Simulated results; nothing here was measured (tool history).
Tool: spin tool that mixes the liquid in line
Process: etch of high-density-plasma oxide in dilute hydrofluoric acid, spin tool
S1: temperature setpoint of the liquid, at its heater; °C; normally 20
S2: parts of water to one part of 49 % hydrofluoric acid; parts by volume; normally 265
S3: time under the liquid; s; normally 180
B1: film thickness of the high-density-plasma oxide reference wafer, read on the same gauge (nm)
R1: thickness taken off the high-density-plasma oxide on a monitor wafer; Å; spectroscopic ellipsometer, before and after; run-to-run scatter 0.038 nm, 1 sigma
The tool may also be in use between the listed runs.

run,day,S1,S2,S3,B1,R1
1,0,20,210,180,70.008,49.54
2,2.217,20,210,180,70.011,49.21
3,3.462,20,265,180,69.998,37.51
4,5.55,20,265,180,69.983,37.29
5,6.842,20,265,255,70.003,53.73
6,8.525,20,265,180,70.026,38.14
7,11.492,20,265,180,70.005,37.71
8,17.717,20,265,180,70.022,38.4
# day 18.925: gauge calibrated
9,20.225,20,265,180,70.014,39.01
10,23.062,20,265,180,70.007,38.23
11,24.6,20,265,120,69.974,26.98
12,27.483,21.5,265,180,69.987,43.06
13,28.962,21.5,265,180,70.009,42.36
# day 31.104: hydrofluoric acid flow meter replaced
14,31.367,22.5,355,255,70.002,39.48
15,33.983,22,300,260,69.994,49.32
# day 36.358: thermometer replaced
16,36.962,17.5,365,180,69.998,22.68
17,39.017,20,395,240,70.011,30.14
18,41.533,23,190,245,70.002,86.44
19,44.362,17.5,325,130,70.011,19.58

For run 20, what comes out?
20,45.692,20,310,290,?,?

{"run 20": {"B1": 69.996, "R1": 50.94}}
Were there no unlogged condition in the tool, this run, its random variation unchanged, would have produced R1 47.64 Å.
